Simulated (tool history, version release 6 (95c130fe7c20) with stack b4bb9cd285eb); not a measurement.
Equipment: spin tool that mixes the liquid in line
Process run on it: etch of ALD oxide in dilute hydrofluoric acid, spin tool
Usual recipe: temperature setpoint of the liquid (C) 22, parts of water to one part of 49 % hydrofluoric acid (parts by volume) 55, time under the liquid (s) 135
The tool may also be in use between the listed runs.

run   hour  temperature setpoint of the liquid (C)  parts of water to one part of 49 % hydrofluoric acid (parts by volume)  time under the liquid (s)  read-back film thickness of the ALD oxide reference wafer, read on the same gauge (nm)  thickness taken off the ALD oxide on a monitor wafer (Å)
  1      0                                      22                                                                      55                        135                                                                                  102.59                                                       233
  2   27.4                                      22                                                                      55                        135                                                                                  102.62                                                     230.3
  3   41.7                                      22                                                                      55                        135                                                                                  102.64                                                       231
  4   77.5                                      22                                                                      55                        135                                                                                   102.7                                                     228.6
  5     92                                      22                                                                      55                        135                                                                                  102.72                                                     230.2
  6  108.4                                      22                                                                      55                        135                                                                                  102.76                                                     230.3
  7  123.8                                      22                                                                      55                        135                                                                                  102.76                                                     231.2
  8  139.4                                      22                                                                      55                        135                                                                                  102.76                                                     230.7
  9  171.7                                      22                                                                      45                        195                                                                                   102.8                                                     411.6
 10  203.3                                      22                                                                      45                        195                                                                                  102.81                                                     414.3
 11  217.7                                      22                                                                      45                        195                                                                                  102.83                                                     412.6
     230.6  -- hydrofluoric acid flow meter replaced
 12  238.7                                      24                                                                      55                        135                                                                                  102.85                                                       251
     246.5  -- gauge calibrated
 13  253.4                                      24                                                                      55                        135                                                                                   99.92                                                     246.5
 14  272.6                                      24                                                                      55                        135                                                                                   100.1                                                     244.9
     304.8  -- thermometer replaced
 15  305.3                                      22                                                                      30                        135                                                                                  100.42                                                     425.4
 16  319.8                                      22                                                                      55                        135                                                                                  100.53                                                     225.7
 17  366.3                                      22                                                                      55                        135                                                                                  100.87                                                     226.1
 18  381.8                                      22                                                                      45                        195                                                                                  100.97                                                     407.3
 19    412                                      20                                                                      80                        135                                                                                  101.13                                                     139.7
 20  445.1                                      24                                                                      70                        135                                                                                   101.3                                                     188.6
 21  462.6                                      24                                                                      85                        105                                                                                  101.37                                                     119.4
 22  492.4                                      22                                                                      55                        135                                                                                  101.52                                                     226.6
 23  508.4                                    25.5                                                                      35                         80                                                                                  101.56                                                     253.4
 24  523.6                                    25.5                                                                      35                        175                                                                                  101.62                                                       548
 25  622.9                                      19                                                                      25                        165                                                                                  101.86                                                     560.5
 26  640.1                                      22                                                                      65                        135                                                                                  101.92                                                     190.3
 27  665.1                                      22                                                                      55                        135                                                                                  101.98                                                     228.2
 28  678.6                                      24                                                                      55                        115                                                                                  101.98                                                     209.9
 29    696                                      22                                                                      55                        165                                                                                  102.02                                                     279.3

Branching from run 29: 3 alternative next runs. What would each branch give?
  A  696.5                                      22                                                                      55                         60                                                                                       ?                                                         ?
  B  696.5                                    20.5                                                                      65                        205                                                                                       ?                                                         ?
  C  696.5                                      19                                                                      55                        210                                                                                       ?                                                         ?

run  read-back film thickness of the ALD oxide reference wafer, read on the same gauge (nm)  thickness taken off the ALD oxide on a monitor wafer (Å)
  A                                                                                     102                                                     102.8
  B                                                                                     102                                                     275.6
  C                                                                                     102                                                     316.9
What these runs would have given with no unlogged condition in the tool:
run  thickness taken off the ALD oxide on a monitor wafer (Å)
  A                                                     100.7
  B                                                     270.2
  C                                                     310.6
